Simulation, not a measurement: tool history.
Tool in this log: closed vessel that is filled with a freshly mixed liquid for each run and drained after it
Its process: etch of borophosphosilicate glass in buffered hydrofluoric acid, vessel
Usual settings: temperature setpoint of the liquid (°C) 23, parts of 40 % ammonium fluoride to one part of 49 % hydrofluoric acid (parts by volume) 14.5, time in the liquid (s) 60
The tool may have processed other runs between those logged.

| run | hour | temperature setpoint of the liquid (°C) | parts of 40 % ammonium fluoride to one part of 49 % hydrofluoric acid (parts by volume) | time in the liquid (s) | wafers since the last listed run | hours since the thermometer was replaced | hours since the hydrofluoric acid flow meter was replaced | hours since the gauge calibration | read-back film thickness of the borophosphosilicate glass reference wafer, read on the same gauge (nm) | thickness taken off the borophosphosilicate glass on a monitor wafer (angstrom) |
|---|---|---|---|---|---|---|---|---|---|---|
| 1 | 0 | 23 | 18 | 60 | 0 | 1377.2 | 252.6 | 46.6 | 99.96 | 447.6 |
| 2 | 102 | 23 | 14.5 | 60 | 14041 | 1479.2 | 354.6 | 148.6 | 99.98 | 561.3 |
| 3 | 158 | 23 | 14.5 | 60 | 7708 | 1535.2 | 410.6 | 204.6 | 99.99 | 558.9 |
| 4 | 247.8 | 23 | 14.5 | 60 | 12361 | 1625 | 500.4 | 294.4 | 100 | 561.1 |
| 5 | 317 | 23 | 14.5 | 60 | 9525 | 1694.2 | 569.6 | 363.6 | 100.03 | 546.8 |
| 6 | 384.6 | 23 | 14.5 | 60 | 9305 | 1761.8 | 637.2 | 431.2 | 99.99 | 557.3 |
| 7 | 483.9 | 23 | 14.5 | 60 | 13669 | 1861.1 | 736.5 | 530.5 | 100 | 557.9 |
| 8 | 570.8 | 21.5 | 14.5 | 60 | 11962 | 1948 | 823.4 | 617.4 | 100 | 509.5 |
| 9 | 616.2 | 21.5 | 14.5 | 60 | 6249 | 1993.4 | 868.8 | 662.8 | 100.03 | 507.8 |
|  | 663.1 | thermometer replaced |
| 10 | 664.3 | 23 | 14.5 | 60 | 6483 | 1.2 | 916.9 | 710.9 | 100.02 | 550.4 |
|  | 685.1 | hydrofluoric acid flow meter replaced |
| 11 | 727.8 | 23 | 14.5 | 60 | 8603 | 64.7 | 42.7 | 774.4 | 100.01 | 551.2 |
| 12 | 793.6 | 23 | 14.5 | 60 | 9057 | 130.5 | 108.5 | 840.2 | 99.98 | 558.2 |
| 13 | 892.5 | 23 | 20 | 75 | 13614 | 229.4 | 207.4 | 939.1 | 99.98 | 498.4 |
| 14 | 970.6 | 23 | 16.5 | 60 | 10751 | 307.5 | 285.5 | 1017.2 | 100.01 | 483.8 |
| 15 | 1012.7 | 23 | 14.5 | 30 | 5795 | 349.6 | 327.6 | 1059.3 | 100.03 | 273.2 |
| 16 | 1092.8 | 23 | 14.5 | 60 | 11026 | 429.7 | 407.7 | 1139.4 | 99.99 | 548.4 |
| 17 | 1190 | 27 | 14.5 | 60 | 13380 | 526.9 | 504.9 | 1236.6 | 99.98 | 690.5 |
| 18 | 1254.6 | 23 | 17 | 60 | 8892 | 591.5 | 569.5 | 1301.2 | 99.98 | 473.3 |
|  | 1498.4 | gauge calibrated |
|  | 1499.9 | hydrofluoric acid flow meter replaced |
| 19 | 1564.7 | 23 | 14.5 | 60 | 42550 | 901.6 | 64.8 | 66.3 | 100.01 | 549.2 |
| 20 | 1650.7 | 23 | 11 | 60 | 11838 | 987.6 | 150.8 | 152.3 | 99.99 | 709.5 |
| 21 | 1694.5 | 25.5 | 20 | 60 | 6029 | 1031.4 | 194.6 | 196.1 | 99.99 | 457.1 |
| 22 | 1783.9 | 20.5 | 20.5 | 50 | 12306 | 1120.8 | 284 | 285.5 | 99.99 | 291.1 |
| 23 | 1871.6 | 26 | 20.5 | 85 | 12072 | 1208.5 | 371.7 | 373.2 | 100 | 654.4 |
| 24 | 1907.7 | 23 | 14.5 | 60 | 4969 | 1244.6 | 407.8 | 409.3 | 100.01 | 555.6 |
| 25 | 2005.9 | 25 | 14.5 | 60 | 13518 | 1342.8 | 506 | 507.5 | 99.99 | 622.7 |

Alternative continuations, all from the tool just after run 25; predict every row:
| A | 2006.6 | 23 | 14.5 | 60 | 96 | 1343.5 | 506.7 | 508.2 | ? | ? |
| B | 2006.6 | 26.5 | 9.5 | 30 | 96 | 1343.5 | 506.7 | 508.2 | ? | ? |
| C | 2006.6 | 23 | 14.5 | 85 | 96 | 1343.5 | 506.7 | 508.2 | ? | ? |

| run | read-back film thickness of the borophosphosilicate glass reference wafer, read on the same gauge (nm) | thickness taken off the borophosphosilicate glass on a monitor wafer (angstrom) |
|---|---|---|
| A | 100 | 547.3 |
| B | 100 | 491.7 |
| C | 100 | 775.3 |
What these runs would have given with no unlogged condition in the tool:
| run | thickness taken off the borophosphosilicate glass on a monitor wafer (angstrom) |
|---|---|
| A | 547.3 |
| B | 491.7 |
| C | 775.3 |
